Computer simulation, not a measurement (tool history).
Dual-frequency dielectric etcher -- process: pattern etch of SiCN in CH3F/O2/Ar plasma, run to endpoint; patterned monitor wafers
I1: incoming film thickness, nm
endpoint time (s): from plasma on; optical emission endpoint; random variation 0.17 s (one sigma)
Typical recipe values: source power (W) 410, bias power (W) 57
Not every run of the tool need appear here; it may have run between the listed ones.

Run 1, hour 0: usual settings; I1 7.2. Result: endpoint time (s) 21.8.
Run 2, hour 107.1: usual settings; I1 7.24. Result: endpoint time (s) 21.3.
Run 3, hour 138.5: usual settings; I1 7.22. Result: endpoint time (s) 21.1.
Run 4, hour 161: usual settings; I1 7.18. Result: endpoint time (s) 21.3.
Run 5, hour 175.6: usual settings; I1 7.23. Result: endpoint time (s) 20.8.
Run 6, hour 206.2: usual settings; I1 7.15. Result: endpoint time (s) 20.9.
Run 7, hour 237.3: usual settings; I1 7.23. Result: endpoint time (s) 20.8.
Run 8, hour 260.8: usual settings; I1 7.2. Result: endpoint time (s) 20.6.
Run 9, hour 280.2: usual settings; I1 7.2. Result: endpoint time (s) 20.7.
At hour 301.9: source power generator calibrated.
At hour 304.9: wet clean of the chamber.
Run 10, hour 305.4: usual settings but bias power (W) 54; I1 7.22. Result: endpoint time (s) 22.1.
At hour 337: upper electrode replaced, of another model than before.
Run 11, hour 337.5: usual settings; I1 7.25. Result: endpoint time (s) 21.4.
Run 12, hour 344.1: usual settings but bias power (W) 44; I1 7.19. Result: endpoint time (s) 25.7.
At hour 364.8: bias power generator calibrated.
Run 13, hour 376.5: usual settings; I1 7.22. Result: endpoint time (s) 21.
Run 14, hour 405.2: usual settings but source power (W) 360, bias power (W) 53; I1 7.28. Result: endpoint time (s) 22.9.
Run 15, hour 422.3: usual settings but source power (W) 500; I1 7.2. Result: endpoint time (s) 20.3.
Run 16, hour 439.9: usual settings; I1 7.22. Result: endpoint time (s) 20.9.
Run 17, hour 470.3: usual settings but source power (W) 480, bias power (W) 49; I1 7.23. Result: endpoint time (s) 22.6.
Run 18, hour 484.6: usual settings; I1 7.18. Result: endpoint time (s) 20.4.
Run 19, hour 500.4: usual settings but source power (W) 470, bias power (W) 70; I1 7.2. Result: endpoint time (s) 18.
Run 20, hour 526.6: usual settings but source power (W) 380, bias power (W) 70; I1 7.27. Result: endpoint time (s) 18.8.
Run 21, hour 539.3: usual settings but source power (W) 510, bias power (W) 71; I1 7.17. Result: endpoint time (s) 17.3.

3 ways to go on from here, each from the tool as it stands after run 21. What would each give?
Run A, hour 539.7: usual settings but source power (W) 320; I1 7.24. Result: endpoint time (s) ?.
Run B, hour 539.7: usual settings but source power (W) 440; I1 7.24. Result: endpoint time (s) ?.
Run C, hour 539.7: usual settings but source power (W) 330, bias power (W) 44; I1 7.24. Result: endpoint time (s) ?.

run  endpoint time (s)
  A               22.2
  B               20.7
  C               26.4
Had the tool no hidden state, the same runs would have come out as:
run  endpoint time (s)
  A               22.9
  B               21.4
  C               27.3
